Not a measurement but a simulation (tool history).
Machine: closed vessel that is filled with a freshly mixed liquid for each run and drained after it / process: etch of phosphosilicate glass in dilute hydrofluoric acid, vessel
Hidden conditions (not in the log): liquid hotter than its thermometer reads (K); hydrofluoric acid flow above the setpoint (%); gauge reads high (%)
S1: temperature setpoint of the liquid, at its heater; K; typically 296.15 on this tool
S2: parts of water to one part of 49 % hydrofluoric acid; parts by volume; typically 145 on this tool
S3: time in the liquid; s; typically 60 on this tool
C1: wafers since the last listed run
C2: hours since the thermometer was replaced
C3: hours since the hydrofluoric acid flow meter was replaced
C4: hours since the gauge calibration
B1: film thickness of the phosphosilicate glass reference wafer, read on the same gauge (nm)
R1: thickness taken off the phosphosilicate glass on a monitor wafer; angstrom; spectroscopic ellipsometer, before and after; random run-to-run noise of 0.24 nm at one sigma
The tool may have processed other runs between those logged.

run,hour,S1,S2,S3,C1,C2,C3,C4,B1,R1
1,0,296.15,120,60,0,2382.8,1562.7,15.8,110,749.6
2,17.6,296.15,120,60,1597,2400.4,1580.3,33.4,109.99,745.4
3,40.3,296.15,120,60,2061,2423.1,1603,56.1,110.02,751.4
4,60,296.15,145,85,1788,2442.8,1622.7,75.8,110.01,851.9
5,80.8,296.15,145,85,1888,2463.6,1643.5,96.6,110,851.8
6,100.2,296.15,145,60,1761,2483,1662.9,116,110,604.6
7,128.8,296.15,145,60,2596,2511.6,1691.5,144.6,110.01,606.9
8,162.3,296.15,145,60,3041,2545.1,1725,178.1,110.01,601.8
9,176.2,296.15,145,60,1262,2559,1738.9,192,110.02,605.9
10,209.4,296.15,145,60,3014,2592.2,1772.1,225.2,110.01,605.4
11,226.7,294.15,145,60,1570,2609.5,1789.4,242.5,109.99,558.3
12,240.8,294.15,145,60,1280,2623.6,1803.5,256.6,109.98,557.9
13,256.6,296.15,145,60,1434,2639.4,1819.3,272.4,110.01,606.9
14,290.3,299.15,115,85,3059,2673.1,1853,306.1,109.97,1255.1
15,312.9,298.65,165,50,2051,2695.7,1875.6,328.7,109.99,477.3
# hour 345.8: thermometer replaced
16,346.4,292.65,110,90,2950,0.6,1909.1,362.2,110.03,1002.2
17,370.7,296.15,145,60,2206,24.9,1933.4,386.5,110.01,553.7
# hour 401.4: gauge calibrated
18,430.6,296.15,145,30,5438,84.8,1993.3,29.2,110.03,278.4
# hour 431.7: hydrofluoric acid flow meter replaced
19,448.6,300.65,145,70,1543,102.8,16.9,47.2,109.97,769.4
20,472.3,296.15,190,45,2151,126.5,40.6,70.9,110.02,303.1
21,501.8,296.15,145,60,2678,156,70.1,100.4,110.03,554
22,518.5,296.15,85,60,1516,172.7,86.8,117.1,110,1016.7
23,535.7,292.15,145,35,1561,189.9,104,134.3,109.97,276.9
24,568.2,298.15,145,90,2950,222.4,136.5,166.8,110.02,906.1

Below, some changes in R1 between adjacent runs. For each, the amount present without the hidden state too (settings, incoming material, random variation) and the amount remaining for the hidden state with gauge scatter not shared by both compared results:
Run 13 -> 14: S1 296.15 -> 299.15, S2 145 -> 115, S3 60 -> 85. R1 +648.2 angstrom: hidden state +64.3, all else +583.9.
Run 14 -> 15: S1 299.15 -> 298.65, S2 115 -> 165, S3 85 -> 50. R1 -777.8 angstrom: hidden state -78, all else -699.8.
Run 22 -> 23: S1 296.15 -> 292.15, S2 85 -> 145, S3 60 -> 35. R1 -739.8 angstrom: hidden state -14.8, all else -725.
